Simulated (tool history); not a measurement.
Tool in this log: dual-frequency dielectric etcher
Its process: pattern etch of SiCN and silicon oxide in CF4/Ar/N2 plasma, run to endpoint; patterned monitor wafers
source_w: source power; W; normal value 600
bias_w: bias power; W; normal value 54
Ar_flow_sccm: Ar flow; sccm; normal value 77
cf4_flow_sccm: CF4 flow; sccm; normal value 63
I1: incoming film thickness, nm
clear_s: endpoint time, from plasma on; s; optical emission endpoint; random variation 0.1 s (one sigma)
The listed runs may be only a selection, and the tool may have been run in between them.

run 1 day=0 | source_w=600 bias_w=54 Ar_flow_sccm=77 cf4_flow_sccm=63 | I1=16.64 | clear_s=15.9
run 2 day=2.7 | source_w=600 bias_w=54 Ar_flow_sccm=77 cf4_flow_sccm=63 | I1=16.59 | clear_s=15.8
run 3 day=4.692 | source_w=600 bias_w=54 Ar_flow_sccm=77 cf4_flow_sccm=63 | I1=16.48 | clear_s=15.8
-- day=7.433 wet clean of the chamber
run 4 day=7.454 | source_w=600 bias_w=54 Ar_flow_sccm=77 cf4_flow_sccm=63 | I1=16.58 | clear_s=16
run 5 day=8.85 | source_w=600 bias_w=54 Ar_flow_sccm=77 cf4_flow_sccm=63 | I1=16.6 | clear_s=15.9
run 6 day=10.188 | source_w=600 bias_w=47 Ar_flow_sccm=77 cf4_flow_sccm=63 | I1=16.64 | clear_s=16.5
run 7 day=11.312 | source_w=600 bias_w=47 Ar_flow_sccm=77 cf4_flow_sccm=63 | I1=16.48 | clear_s=16.3
run 8 day=13.217 | source_w=600 bias_w=47 Ar_flow_sccm=77 cf4_flow_sccm=63 | I1=16.59 | clear_s=16.4
-- day=14.842 Ar flow controller replaced
-- day=15.175 CF4 flow controller replaced
run 9 day=15.508 | source_w=600 bias_w=54 Ar_flow_sccm=77 cf4_flow_sccm=63 | I1=16.54 | clear_s=16.1
run 10 day=16.921 | source_w=600 bias_w=54 Ar_flow_sccm=77 cf4_flow_sccm=63 | I1=16.55 | clear_s=16
run 11 day=19.638 | source_w=600 bias_w=54 Ar_flow_sccm=77 cf4_flow_sccm=63 | I1=16.59 | clear_s=16.1
run 12 day=20.671 | source_w=600 bias_w=46 Ar_flow_sccm=77 cf4_flow_sccm=54 | I1=16.54 | clear_s=17.3
run 13 day=22.817 | source_w=600 bias_w=54 Ar_flow_sccm=67 cf4_flow_sccm=63 | I1=16.36 | clear_s=15.5
run 14 day=24.146 | source_w=510 bias_w=54 Ar_flow_sccm=77 cf4_flow_sccm=78 | I1=16.56 | clear_s=17.6
run 15 day=25.308 | source_w=600 bias_w=54 Ar_flow_sccm=87 cf4_flow_sccm=63 | I1=16.8 | clear_s=16.7
-- day=29.054 source power generator calibrated
-- day=30.8 upper electrode replaced
-- day=31.175 bias power generator calibrated
run 16 day=31.842 | source_w=540 bias_w=54 Ar_flow_sccm=77 cf4_flow_sccm=63 | I1=16.57 | clear_s=16.7
-- day=33.662 wet clean of the chamber
run 17 day=33.683 | source_w=600 bias_w=68 Ar_flow_sccm=61 cf4_flow_sccm=63 | I1=16.5 | clear_s=14
run 18 day=36.304 | source_w=460 bias_w=54 Ar_flow_sccm=82 cf4_flow_sccm=63 | I1=16.53 | clear_s=19.2
run 19 day=37.812 | source_w=600 bias_w=61 Ar_flow_sccm=77 cf4_flow_sccm=63 | I1=16.55 | clear_s=14.9
run 20 day=39.3 | source_w=600 bias_w=54 Ar_flow_sccm=77 cf4_flow_sccm=63 | I1=16.61 | clear_s=15.5
run 21 day=46.071 | source_w=600 bias_w=54 Ar_flow_sccm=77 cf4_flow_sccm=63 | I1=16.73 | clear_s=15.8
run 22 day=48.088 | source_w=600 bias_w=42 Ar_flow_sccm=77 cf4_flow_sccm=51 | I1=16.48 | clear_s=17.3
run 23 day=49.4 | source_w=600 bias_w=68 Ar_flow_sccm=88 cf4_flow_sccm=63 | I1=16.59 | clear_s=14.9

Branching from run 23: 3 alternative next runs. What would each branch give?
run A day=49.417 | source_w=600 bias_w=66 Ar_flow_sccm=77 cf4_flow_sccm=63 | I1=16.53 | clear_s=?
run B day=49.417 | source_w=600 bias_w=66 Ar_flow_sccm=77 cf4_flow_sccm=70 | I1=16.53 | clear_s=?
run C day=49.417 | source_w=600 bias_w=54 Ar_flow_sccm=77 cf4_flow_sccm=51 | I1=16.53 | clear_s=?

run=A clear_s=14.7
run=B clear_s=14.4
run=C clear_s=16.3
With the hidden condition removed and each run's random variation left untouched, the same runs would have given:
run=A clear_s=14.6
run=B clear_s=14.3
run=C clear_s=16.2

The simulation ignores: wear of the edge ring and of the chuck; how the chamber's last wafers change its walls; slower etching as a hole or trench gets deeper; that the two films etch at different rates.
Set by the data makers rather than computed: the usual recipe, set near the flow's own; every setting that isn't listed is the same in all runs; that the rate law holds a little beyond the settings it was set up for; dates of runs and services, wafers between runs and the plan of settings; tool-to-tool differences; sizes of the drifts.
